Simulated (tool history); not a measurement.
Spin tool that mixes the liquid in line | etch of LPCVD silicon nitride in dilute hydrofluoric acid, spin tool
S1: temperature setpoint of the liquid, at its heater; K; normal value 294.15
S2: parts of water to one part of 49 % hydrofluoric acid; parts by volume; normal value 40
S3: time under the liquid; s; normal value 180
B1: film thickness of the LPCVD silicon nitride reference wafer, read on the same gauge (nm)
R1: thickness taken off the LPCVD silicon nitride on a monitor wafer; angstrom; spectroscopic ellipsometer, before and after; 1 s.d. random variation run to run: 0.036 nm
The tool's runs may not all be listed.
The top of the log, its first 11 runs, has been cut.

run	day	S1	S2	S3	B1	R1
12	27.179	294.15	40	180	129.974	17.05
13	29.383	294.15	40	180	129.989	16.29
14	31.267	294.15	40	180	129.947	16.9
15	32.496	294.15	40	180	130.06	16.69
16	33.808	294.15	40	180	129.999	17.35
17	34.929	290.15	30	140	130.009	13.15
18	36.917	294.15	40	180	130.008	17.41
19	38.804	294.15	40	225	130.036	20.83
# day 39.079: hydrofluoric acid flow meter replaced
20	40.238	294.15	40	180	129.956	17.11
# day 40.746: thermometer replaced
21	42.012	294.15	25	180	130.018	26.85
22	46.583	291.65	45	280	129.986	19.2
23	47.975	294.15	40	180	130.015	16.72
# day 49.362: gauge calibrated
24	49.958	294.15	40	180	130.009	17.09
25	52.925	290.65	50	240	129.98	14.15
26	54.362	296.15	35	180	130.008	21.87
27	56.929	290.15	50	150	129.982	8.39
28	59.633	292.15	40	180	129.988	15
29	61.642	298.65	40	180	129.982	22.68
30	63.404	294.15	40	180	129.994	16.68

Estimate the outcome of run 31 from the log above:
31	64.521	294.15	40	180	?	?

{"run 31": {"B1": 129.975, "R1": 16.6}}
If the tool had no hidden condition, the same run with the same run-to-run variation would have returned R1 16.6 angstrom.
